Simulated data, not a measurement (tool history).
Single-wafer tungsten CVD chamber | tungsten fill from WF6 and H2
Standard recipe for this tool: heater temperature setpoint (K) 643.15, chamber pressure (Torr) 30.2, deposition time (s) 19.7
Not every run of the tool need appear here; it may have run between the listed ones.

run,hour,heater temperature setpoint (K),chamber pressure (Torr),deposition time (s),"read-back reference wafer on the same gauge, thickness_nm",mean film thickness on the monitor wafer (angstrom)
1,0.0,643.15,30.2,19.7,25.920,354.96
2,15.0,643.15,30.2,19.7,25.909,354.28
3,26.9,643.15,30.2,19.7,25.894,353.72
4,40.6,643.15,30.2,19.7,25.896,355.25
5,49.4,643.15,30.2,19.7,25.909,354.48
6,57.2,643.15,30.2,19.7,25.894,356.13
# hour 79.6: capacitance manometer re-zeroed and calibrated
# hour 81.6: showerhead replaced
7,82.1,643.15,30.2,17.8,25.890,324.97
8,87.5,643.15,30.2,17.8,25.911,323.25
# hour 89.1: gauge calibrated
9,99.4,643.15,30.2,17.8,25.900,323.88
10,111.4,643.15,27.5,19.7,25.901,332.69
11,119.3,630.15,30.2,21.4,25.915,307.69
# hour 134.6: thermocouple changed; heater temperature recalibrated
12,135.1,635.15,30.2,19.7,25.883,271.15
13,138.1,648.15,30.2,17.8,25.887,313.85
14,146.1,648.15,30.2,19.7,25.905,346.70
15,160.8,643.15,30.2,19.7,25.903,314.74
16,174.8,653.15,33.4,23.0,25.897,478.70
17,189.4,631.15,30.2,19.7,25.903,251.05
18,202.0,653.15,27.2,21.4,25.891,378.75

Consider 5 possible next runs. They are alternatives, not a sequence: every one starts from the tool as it was left by run 18. What does each give?
A,202.4,643.15,35.7,19.7,?,?
B,202.4,643.15,32.6,23.0,?,?
C,202.4,643.15,25.0,19.7,?,?
D,202.4,635.15,36.8,23.2,?,?
E,202.4,643.15,30.2,22.0,?,?

run,"read-back reference wafer on the same gauge, thickness_nm",mean film thickness on the monitor wafer (angstrom)
A,25.900,359.28
B,25.900,392.50
C,25.900,267.86
D,25.900,371.75
E,25.900,353.54
Stripped of hidden state, with their random variation kept, the same runs would have yielded:
run,mean film thickness on the monitor wafer (angstrom)
A,357.58
B,390.63
C,266.58
D,369.92
E,351.86
